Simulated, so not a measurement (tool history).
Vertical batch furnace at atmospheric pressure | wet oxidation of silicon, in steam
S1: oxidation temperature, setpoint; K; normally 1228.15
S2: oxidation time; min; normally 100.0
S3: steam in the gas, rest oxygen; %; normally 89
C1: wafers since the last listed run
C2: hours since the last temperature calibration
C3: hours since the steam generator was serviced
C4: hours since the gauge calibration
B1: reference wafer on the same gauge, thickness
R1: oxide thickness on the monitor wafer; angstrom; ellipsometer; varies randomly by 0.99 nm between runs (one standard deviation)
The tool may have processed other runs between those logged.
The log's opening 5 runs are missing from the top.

run	hour	S1	S2	S3	C1	C2	C3	C4	B1	R1
6	348.1	1228.15	74.0	89	1231	2869.1	565.1	843.1	328.06	3037.6
7	454.6	1228.15	74.0	89	1483	2975.6	671.6	949.6	328.05	3055.0
8	503.6	1228.15	100.0	89	682	3024.6	720.6	998.6	327.91	3763.3
9	572.5	1228.15	100.0	89	959	3093.5	789.5	1067.5	328.02	3750.3
10	621.4	1228.15	100.0	89	681	3142.4	838.4	1116.4	328.05	3753.7
11	665.9	1228.15	100.0	89	619	3186.9	882.9	1160.9	328.00	3757.8
12	737.2	1228.15	100.0	89	993	3258.2	954.2	1232.2	327.88	3757.5
13	787.5	1228.15	100.0	89	700	3308.5	1004.5	1282.5	328.06	3759.0
14	874.1	1228.15	100.0	89	1206	3395.1	1091.1	1369.1	328.01	3744.8
15	945.0	1228.15	128.5	97	987	3466.0	1162.0	1440.0	328.11	4684.3
16	1083.3	1228.15	128.5	97	1926	3604.3	1300.3	1578.3	327.71	4699.8
17	1186.6	1228.15	115.5	95	1438	3707.6	1403.6	1681.6	328.01	4322.2
18	1254.6	1228.15	115.5	95	947	3775.6	1471.6	1749.6	328.01	4311.8
19	1314.0	1248.15	123.0	89	827	3835.0	1531.0	1809.0	327.94	4965.9
20	1357.8	1210.15	85.5	89	610	3878.8	1574.8	1852.8	328.25	2928.7
21	1429.5	1228.15	100.0	89	998	3950.5	1646.5	1924.5	327.94	3765.6

Predict the results of run 22:
# hour 1469.3: thermocouples replaced and temperature profile calibrated
22	1502.5	1228.15	124.0	89	682	33.2	1719.5	1997.5	?	?

{"run 22": {"B1": 327.96, "R1": 4249.8}}
Without the tool's hidden state the same run would have given R1 4213.4 angstrom.
